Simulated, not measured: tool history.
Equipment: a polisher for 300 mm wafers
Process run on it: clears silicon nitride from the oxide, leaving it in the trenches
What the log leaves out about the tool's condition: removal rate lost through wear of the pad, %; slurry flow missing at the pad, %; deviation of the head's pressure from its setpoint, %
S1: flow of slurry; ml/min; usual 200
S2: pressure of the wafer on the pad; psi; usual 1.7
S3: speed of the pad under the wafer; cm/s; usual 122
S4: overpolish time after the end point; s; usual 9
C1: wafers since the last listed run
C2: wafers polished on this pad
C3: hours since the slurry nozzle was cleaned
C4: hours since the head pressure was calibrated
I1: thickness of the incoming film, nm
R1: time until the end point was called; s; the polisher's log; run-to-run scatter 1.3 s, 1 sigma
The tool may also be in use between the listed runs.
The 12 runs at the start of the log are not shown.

run 13 hour=815.9 | S1=200 S2=2.2 S3=122 S4=9 | C1=283 C2=723 C3=500.2 C4=1580.9 | I1=109.2 | R1=115.3
run 14 hour=865.7 | S1=200 S2=1.7 S3=122 S4=9 | C1=451 C2=1174 C3=550 C4=1630.7 | I1=109.4 | R1=150.6
-- hour=902.9 head pressure recalibrated
run 15 hour=903.4 | S1=200 S2=1.7 S3=152 S4=9 | C1=323 C2=1497 C3=587.7 C4=0.5 | I1=109.4 | R1=130.1
run 16 hour=941.3 | S1=200 S2=1.7 S3=152 S4=9 | C1=343 C2=1840 C3=625.6 C4=38.4 | I1=110.5 | R1=130.8
-- hour=955.2 slurry nozzle cleaned
run 17 hour=970.1 | S1=200 S2=1.7 S3=122 S4=9 | C1=251 C2=2092 C3=14.9 C4=67.2 | I1=108.1 | R1=151.1
run 18 hour=1025.3 | S1=200 S2=1.7 S3=122 S4=9 | C1=499 C2=2592 C3=70.1 C4=122.4 | I1=110.9 | R1=152.9
run 19 hour=1060.2 | S1=200 S2=1.7 S3=122 S4=9 | C1=316 C2=2908 C3=105 C4=157.3 | I1=111.7 | R1=159.3
run 20 hour=1087.6 | S1=200 S2=1.5 S3=122 S4=8 | C1=248 C2=3156 C3=132.4 C4=184.7 | I1=107.9 | R1=172.3

Run 21 has not been measured yet. What should we expect?
-- hour=1105.1 worn pad replaced by a new one
run 21 hour=1128.5 | S1=200 S2=2.1 S3=122 S4=9 | C1=334 C2=212 C3=173.3 C4=225.6 | I1=108.3 | R1=?

Run 21 gave R1 122.9 s.
Take away the tool's hidden state, keep the run-to-run variation as it was, and the same run would have given R1 123.1 s.
